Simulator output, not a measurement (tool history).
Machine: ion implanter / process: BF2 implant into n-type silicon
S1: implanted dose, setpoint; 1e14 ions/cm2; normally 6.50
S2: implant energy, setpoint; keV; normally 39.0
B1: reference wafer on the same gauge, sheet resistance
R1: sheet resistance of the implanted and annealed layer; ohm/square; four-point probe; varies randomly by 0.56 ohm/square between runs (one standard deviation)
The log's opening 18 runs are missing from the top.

run 19 hour=479.8 | S1=5.06 S2=47.5 | B1=193.20 | R1=209.84
run 20 hour=496.4 | S1=8.11 S2=28.5 | B1=192.99 | R1=165.59
run 21 hour=518.1 | S1=6.50 S2=39.0 | B1=192.89 | R1=174.74
run 22 hour=534.6 | S1=6.50 S2=35.0 | B1=193.00 | R1=178.32
run 23 hour=561.8 | S1=6.50 S2=33.0 | B1=193.26 | R1=181.52
run 24 hour=589.5 | S1=6.50 S2=39.0 | B1=193.06 | R1=174.87
run 25 hour=611.6 | S1=6.50 S2=39.0 | B1=192.82 | R1=173.88
run 26 hour=642.5 | S1=4.87 S2=32.0 | B1=193.29 | R1=226.57
run 27 hour=676.1 | S1=6.50 S2=52.0 | B1=193.20 | R1=167.09
-- hour=686.9 Faraday cup replaced and dose calibrated
run 28 hour=710.4 | S1=6.50 S2=39.0 | B1=192.65 | R1=180.59
run 29 hour=734.6 | S1=5.53 S2=26.0 | B1=193.07 | R1=220.89
run 30 hour=756.8 | S1=6.50 S2=39.0 | B1=193.09 | R1=180.63
run 31 hour=770.0 | S1=7.67 S2=47.0 | B1=193.06 | R1=153.82
run 32 hour=792.9 | S1=5.82 S2=47.5 | B1=192.88 | R1=192.68
run 33 hour=812.4 | S1=6.50 S2=39.0 | B1=192.97 | R1=180.11
run 34 hour=829.8 | S1=6.50 S2=39.0 | B1=193.19 | R1=180.44
run 35 hour=845.5 | S1=4.88 S2=34.0 | B1=192.99 | R1=231.91

Run 36, settings as shown, results not yet in. Your forecast:
run 36 hour=876.4 | S1=6.50 S2=52.0 | B1=? | R1=?

B1: 192.94
R1: 173.10 ohm/square
Had the tool carried no hidden state, the very same run would have given R1 173.78 ohm/square.

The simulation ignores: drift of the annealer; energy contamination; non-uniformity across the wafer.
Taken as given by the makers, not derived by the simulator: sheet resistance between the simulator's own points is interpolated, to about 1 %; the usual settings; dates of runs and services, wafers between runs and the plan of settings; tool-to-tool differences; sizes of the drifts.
